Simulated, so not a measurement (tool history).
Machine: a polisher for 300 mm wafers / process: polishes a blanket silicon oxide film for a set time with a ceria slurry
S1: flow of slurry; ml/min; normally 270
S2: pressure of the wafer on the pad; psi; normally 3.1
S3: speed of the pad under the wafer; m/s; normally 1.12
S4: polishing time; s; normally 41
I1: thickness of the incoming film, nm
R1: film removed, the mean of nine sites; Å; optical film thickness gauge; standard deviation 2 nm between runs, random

| run | hour | S1 | S2 | S3 | S4 | I1 | R1 |
|---|---|---|---|---|---|---|---|
| 1 | 0 | 270 | 3.1 | 1.12 | 41 | 1226.3 | 1763 |
|  | 29.2 | head pressure recalibrated |
| 2 | 118.6 | 270 | 3.1 | 1.12 | 41 | 1232.8 | 1792 |
|  | 132.4 | slurry nozzle cleaned |
| 3 | 173.3 | 270 | 3.1 | 1.12 | 41 | 1243.1 | 1771 |
| 4 | 228.4 | 270 | 3.1 | 1.12 | 41 | 1249.6 | 1747 |
| 5 | 271.3 | 270 | 3.1 | 1.12 | 41 | 1212 | 1781 |
| 6 | 341.6 | 270 | 3.1 | 1.12 | 41 | 1227.2 | 1769 |
| 7 | 402 | 270 | 2.5 | 1.12 | 41 | 1217.5 | 1486 |
|  | 552.7 | worn pad replaced by a new one |
| 8 | 670.2 | 270 | 3.1 | 1.42 | 38 | 1249.5 | 2110 |
|  | 722.7 | slurry nozzle cleaned |
| 9 | 774.3 | 270 | 3.1 | 1.42 | 38 | 1239.5 | 2038 |
| 10 | 815.3 | 270 | 3.1 | 1.12 | 34 | 1232 | 1487 |
| 11 | 888.6 | 270 | 3.1 | 1.12 | 34 | 1231.9 | 1471 |
| 12 | 960 | 270 | 3.1 | 1.12 | 34 | 1240.9 | 1470 |
| 13 | 1004.1 | 270 | 3.1 | 1.12 | 41 | 1229.1 | 1762 |
| 14 | 1105.7 | 270 | 3.1 | 1.12 | 41 | 1231.2 | 1794 |
|  | 1201.8 | worn pad replaced by a new one |
| 15 | 1212.7 | 270 | 3.1 | 1.12 | 41 | 1237.4 | 1727 |
|  | 1230.7 | head pressure recalibrated |
|  | 1298.7 | slurry nozzle cleaned |
| 16 | 1304.5 | 180 | 3.4 | 1.12 | 41 | 1218.2 | 1823 |
| 17 | 1393.9 | 270 | 2.7 | 1.12 | 41 | 1245.3 | 1587 |
| 18 | 1490.1 | 270 | 3.1 | 1.12 | 41 | 1227.4 | 1793 |
| 19 | 1534.2 | 270 | 3.1 | 1.12 | 34 | 1238.3 | 1483 |

Run 20 comes next. What will it give?
| 20 | 1602.4 | 270 | 3.1 | 0.82 | 29 | 1233.7 | ? |

Run 20 gave R1 940 Å.
If the tool had no hidden condition, the same run with the same run-to-run variation would have returned R1 940 Å.
